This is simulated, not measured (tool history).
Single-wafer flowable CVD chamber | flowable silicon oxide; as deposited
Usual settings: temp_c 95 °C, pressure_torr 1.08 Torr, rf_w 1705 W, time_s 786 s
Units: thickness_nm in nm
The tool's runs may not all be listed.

run   hour  temp_c  pressure_torr  rf_w  time_s  wafers since the last listed run  hours since the last thermocouple change  hours since the last RF generator calibration  hours since the last manometer calibration  hours since the showerhead was replaced  hours since the gauge calibration  read-back reference wafer on the same gauge, thickness_nm  thickness_nm
  1      0      95           1.08  1485     786                                 0                                    1285.6                                          660.1                                       736.1                                   5946.7                              204.1                                                    812.443       825.393
  2   11.2      95           1.08  1485     786                                38                                    1296.8                                          671.3                                       747.3                                   5957.9                              215.3                                                    813.459       824.379
  3   20.2      95           1.08  1485     786                                30                                    1305.8                                          680.3                                       756.3                                   5966.9                              224.3                                                    812.823       815.442
      21.8  -- gauge calibrated
  4   30.5      95           1.08  1705     786                                35                                    1316.1                                          690.6                                       766.6                                   5977.2                                8.7                                                    813.227       860.074
  5   44.4      95           1.08  1705     786                                47                                      1330                                          704.5                                       780.5                                   5991.1                               22.6                                                    812.951       860.178
  6   53.4      84           1.08  1705     786                                30                                      1339                                          713.5                                       789.5                                   6000.1                               31.6                                                      812.2      1173.986
  7   70.7      95           1.08  1705     786                                59                                    1356.3                                          730.8                                       806.8                                   6017.4                               48.9                                                    813.029       860.922
  8   83.8      95           1.08  1705     786                                45                                    1369.4                                          743.9                                       819.9                                   6030.5                                 62                                                    813.025       859.722
  9   94.9      95           1.08  1705     786                                38                                    1380.5                                            755                                         831                                   6041.6                               73.1                                                    813.497       858.687
     113.8  -- capacitance manometer re-zeroed and calibrated
 10  114.3      95           1.08  1705     786                                39                                    1399.9                                          774.4                                         0.5                                     6061                               92.5                                                    813.037       859.915
     123.4  -- thermocouple changed; heater temperature recalibrated
 11  125.7     102           1.08  1705     786                                11                                       2.3                                          785.8                                        11.9                                   6072.4                              103.9                                                    813.392       768.048
 12  138.5     102           1.08  1705     786                                44                                      15.1                                          798.6                                        24.7                                   6085.2                              116.7                                                    813.092        772.26
 13  145.7      86           0.84  1705     786                                24                                      22.3                                          805.8                                        31.9                                   6092.4                              123.9                                                    812.814      1007.759
     160.5  -- RF generator calibrated
 14  163.3      81           1.08  1705     786                                33                                      39.9                                            2.8                                        49.5                                     6110                              141.5                                                    812.664      1425.152
     191.4  -- thermocouple changed; heater temperature recalibrated, repeated, since the last time left the tool worse
 15  198.9      95           1.08  1455     729                                94                                       7.5                                           38.4                                        85.1                                   6145.6                              177.1                                                    812.576       681.232
 16  207.3      95           1.08  1705     786                                28                                      15.9                                           46.8                                        93.5                                     6154                              185.5                                                    812.871       747.317
     207.4  -- gauge calibrated
     220.3  -- showerhead replaced
 17  220.8      95           1.08  1705     786                                18                                      29.4                                           60.3                                         107                                      0.5                               13.4                                                    813.618       752.511
 18  227.1     103            1.2  1705     786                                21                                      35.7                                           66.6                                       113.3                                      6.8                               19.7                                                     812.53       635.299
 19  234.7      95           0.83  1705     786                                26                                      43.3                                           74.2                                       120.9                                     14.4                               27.3                                                    812.495       611.916
 20  248.8      81           1.08  1705     786                                48                                      57.4                                           88.3                                         135                                     28.5                               41.4                                                    813.243       1157.04
 21  262.9      95           1.08  1705     786                                48                                      71.5                                          102.4                                       149.1                                     42.6                               55.5                                                    812.354       757.661
 22  269.9      95           1.08  1705     724                                24                                      78.5                                          109.4                                       156.1                                     49.6                               62.5                                                     813.12       705.805
 23  277.7      99            1.2  1450     786                                26                                      86.3                                          117.2                                       163.9                                     57.4                               70.3                                                    813.579       710.824
 24  295.2     106           0.82  2030     672                                60                                     103.8                                          134.7                                       181.4                                     74.9                               87.8                                                    813.204       371.251
 25  306.9      95           1.08  1485     786                                40                                     115.5                                          146.4                                       193.1                                     86.6                               99.5                                                     812.16       741.775

Forecast each of these 3 alternatives for the next run:
  A  307.5      95           1.08  1705     786                                 2                                     116.1                                            147                                       193.7                                     87.2                              100.1                                                          ?             ?
  B  307.5      95           1.08  1705     907                                 2                                     116.1                                            147                                       193.7                                     87.2                              100.1                                                          ?             ?
  C  307.5      95           1.34  1475     786                                 2                                     116.1                                            147                                       193.7                                     87.2                              100.1                                                          ?             ?

run  read-back reference wafer on the same gauge, thickness_nm  thickness_nm
  A                                                    813.224       758.806
  B                                                    813.224        875.62
  C                                                    813.224       882.509
Without the tool's hidden state the same runs would have given:
run  thickness_nm
  A       753.733
  B       869.766
  C       876.609

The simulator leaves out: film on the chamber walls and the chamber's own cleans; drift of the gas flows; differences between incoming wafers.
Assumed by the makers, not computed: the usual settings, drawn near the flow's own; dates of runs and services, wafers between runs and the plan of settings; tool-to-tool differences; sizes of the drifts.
